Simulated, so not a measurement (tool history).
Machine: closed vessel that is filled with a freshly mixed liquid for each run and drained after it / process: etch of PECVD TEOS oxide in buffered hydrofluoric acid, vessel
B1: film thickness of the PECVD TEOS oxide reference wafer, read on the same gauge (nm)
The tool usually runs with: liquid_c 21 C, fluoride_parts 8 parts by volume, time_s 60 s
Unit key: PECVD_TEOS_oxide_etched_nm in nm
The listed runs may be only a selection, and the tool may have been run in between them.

{"run": 1, "day": 0.0, "liquid_c": 21, "fluoride_parts": 8, "time_s": 35, "B1": 62.87, "PECVD_TEOS_oxide_etched_nm": 53.2}
{"day": 1.321, "done": "gauge calibrated"}
{"run": 2, "day": 1.342, "liquid_c": 21, "fluoride_parts": 8, "time_s": 35, "B1": 60.01, "PECVD_TEOS_oxide_etched_nm": 51}
{"run": 3, "day": 8.358, "liquid_c": 21, "fluoride_parts": 8, "time_s": 60, "B1": 60.44, "PECVD_TEOS_oxide_etched_nm": 86.66}
{"run": 4, "day": 16.238, "liquid_c": 21, "fluoride_parts": 8, "time_s": 60, "B1": 60.86, "PECVD_TEOS_oxide_etched_nm": 88.82}
{"run": 5, "day": 19.042, "liquid_c": 21, "fluoride_parts": 8, "time_s": 60, "B1": 61.02, "PECVD_TEOS_oxide_etched_nm": 88.79}
{"day": 19.9, "done": "hydrofluoric acid flow meter replaced"}
{"run": 6, "day": 25.142, "liquid_c": 21, "fluoride_parts": 8, "time_s": 60, "B1": 61.41, "PECVD_TEOS_oxide_etched_nm": 88.18}
{"run": 7, "day": 26.858, "liquid_c": 21, "fluoride_parts": 8, "time_s": 60, "B1": 61.47, "PECVD_TEOS_oxide_etched_nm": 90.33}
{"run": 8, "day": 29.383, "liquid_c": 21, "fluoride_parts": 8, "time_s": 60, "B1": 61.62, "PECVD_TEOS_oxide_etched_nm": 89.09}
{"run": 9, "day": 30.625, "liquid_c": 23, "fluoride_parts": 8, "time_s": 60, "B1": 61.69, "PECVD_TEOS_oxide_etched_nm": 100.34}
{"run": 10, "day": 31.862, "liquid_c": 23, "fluoride_parts": 8, "time_s": 60, "B1": 61.79, "PECVD_TEOS_oxide_etched_nm": 100.98}
{"run": 11, "day": 34.446, "liquid_c": 23, "fluoride_parts": 8, "time_s": 60, "B1": 61.96, "PECVD_TEOS_oxide_etched_nm": 101.01}
{"run": 12, "day": 35.946, "liquid_c": 21, "fluoride_parts": 8, "time_s": 60, "B1": 61.96, "PECVD_TEOS_oxide_etched_nm": 90.38}
{"run": 13, "day": 38.154, "liquid_c": 21, "fluoride_parts": 6.5, "time_s": 60, "B1": 62.14, "PECVD_TEOS_oxide_etched_nm": 112.24}
{"run": 14, "day": 40.742, "liquid_c": 21, "fluoride_parts": 6.5, "time_s": 60, "B1": 62.25, "PECVD_TEOS_oxide_etched_nm": 111.95}
{"run": 15, "day": 41.988, "liquid_c": 21, "fluoride_parts": 6.5, "time_s": 60, "B1": 62.38, "PECVD_TEOS_oxide_etched_nm": 112.42}
{"run": 16, "day": 43.525, "liquid_c": 21, "fluoride_parts": 8, "time_s": 60, "B1": 62.44, "PECVD_TEOS_oxide_etched_nm": 92.25}
{"day": 44.662, "done": "gauge calibrated"}
{"run": 17, "day": 45.0, "liquid_c": 25, "fluoride_parts": 10, "time_s": 75, "B1": 60.3, "PECVD_TEOS_oxide_etched_nm": 111.53}
{"run": 18, "day": 46.608, "liquid_c": 21, "fluoride_parts": 8, "time_s": 60, "B1": 60.37, "PECVD_TEOS_oxide_etched_nm": 88.47}
{"day": 48.283, "done": "hydrofluoric acid flow meter replaced"}
{"run": 19, "day": 49.129, "liquid_c": 17, "fluoride_parts": 10, "time_s": 30, "B1": 60.53, "PECVD_TEOS_oxide_etched_nm": 29}
{"day": 49.717, "done": "thermometer replaced"}
{"run": 20, "day": 51.629, "liquid_c": 21, "fluoride_parts": 8, "time_s": 60, "B1": 60.63, "PECVD_TEOS_oxide_etched_nm": 88.4}
{"run": 21, "day": 54.0, "liquid_c": 21, "fluoride_parts": 10.5, "time_s": 80, "B1": 60.82, "PECVD_TEOS_oxide_etched_nm": 93.12}
{"run": 22, "day": 55.488, "liquid_c": 21, "fluoride_parts": 8, "time_s": 60, "B1": 60.9, "PECVD_TEOS_oxide_etched_nm": 89.23}
{"run": 23, "day": 57.85, "liquid_c": 21, "fluoride_parts": 8, "time_s": 60, "B1": 61.08, "PECVD_TEOS_oxide_etched_nm": 88.83}
{"run": 24, "day": 60.171, "liquid_c": 25.5, "fluoride_parts": 5.5, "time_s": 35, "B1": 61.13, "PECVD_TEOS_oxide_etched_nm": 94.68}
{"run": 25, "day": 61.85, "liquid_c": 21, "fluoride_parts": 8, "time_s": 60, "B1": 61.27, "PECVD_TEOS_oxide_etched_nm": 90.26}
{"run": 26, "day": 64.233, "liquid_c": 21, "fluoride_parts": 10.5, "time_s": 80, "B1": 61.39, "PECVD_TEOS_oxide_etched_nm": 94.05}
{"run": 27, "day": 65.254, "liquid_c": 25, "fluoride_parts": 7, "time_s": 95, "B1": 61.43, "PECVD_TEOS_oxide_etched_nm": 203.68}
{"run": 28, "day": 66.712, "liquid_c": 23, "fluoride_parts": 9.5, "time_s": 40, "B1": 61.53, "PECVD_TEOS_oxide_etched_nm": 56.54}
{"run": 29, "day": 69.712, "liquid_c": 24.5, "fluoride_parts": 8, "time_s": 95, "B1": 61.71, "PECVD_TEOS_oxide_etched_nm": 173.65}
{"run": 30, "day": 71.625, "liquid_c": 21, "fluoride_parts": 5, "time_s": 45, "B1": 61.85, "PECVD_TEOS_oxide_etched_nm": 103.47}
{"run": 31, "day": 73.683, "liquid_c": 18.5, "fluoride_parts": 8, "time_s": 60, "B1": 61.95, "PECVD_TEOS_oxide_etched_nm": 78.24}
{"run": 32, "day": 76.538, "liquid_c": 21, "fluoride_parts": 8, "time_s": 60, "B1": 62.09, "PECVD_TEOS_oxide_etched_nm": 90.71}
{"run": 33, "day": 78.488, "liquid_c": 21, "fluoride_parts": 10.5, "time_s": 30, "B1": 62.26, "PECVD_TEOS_oxide_etched_nm": 35.87}

4 ways to go on from here, each from the tool as it stands after run 33. What would each give?
{"run": "A", "day": 78.517, "liquid_c": 21, "fluoride_parts": 8, "time_s": 45, "B1": "?", "PECVD_TEOS_oxide_etched_nm": "?"}
{"run": "B", "day": 78.517, "liquid_c": 25, "fluoride_parts": 8, "time_s": 60, "B1": "?", "PECVD_TEOS_oxide_etched_nm": "?"}
{"run": "C", "day": 78.517, "liquid_c": 25.5, "fluoride_parts": 6, "time_s": 95, "B1": "?", "PECVD_TEOS_oxide_etched_nm": "?"}
{"run": "D", "day": 78.517, "liquid_c": 17, "fluoride_parts": 6.5, "time_s": 75, "B1": "?", "PECVD_TEOS_oxide_etched_nm": "?"}

run=A B1=62.22 PECVD_TEOS_oxide_etched_nm=67.76
run=B B1=62.22 PECVD_TEOS_oxide_etched_nm=112.51
run=C B1=62.22 PECVD_TEOS_oxide_etched_nm=241.59
run=D B1=62.22 PECVD_TEOS_oxide_etched_nm=111.09
Without the tool's hidden state the same runs would have given:
run=A PECVD_TEOS_oxide_etched_nm=65.34
run=B PECVD_TEOS_oxide_etched_nm=108.48
run=C PECVD_TEOS_oxide_etched_nm=232.95
run=D PECVD_TEOS_oxide_etched_nm=107.12

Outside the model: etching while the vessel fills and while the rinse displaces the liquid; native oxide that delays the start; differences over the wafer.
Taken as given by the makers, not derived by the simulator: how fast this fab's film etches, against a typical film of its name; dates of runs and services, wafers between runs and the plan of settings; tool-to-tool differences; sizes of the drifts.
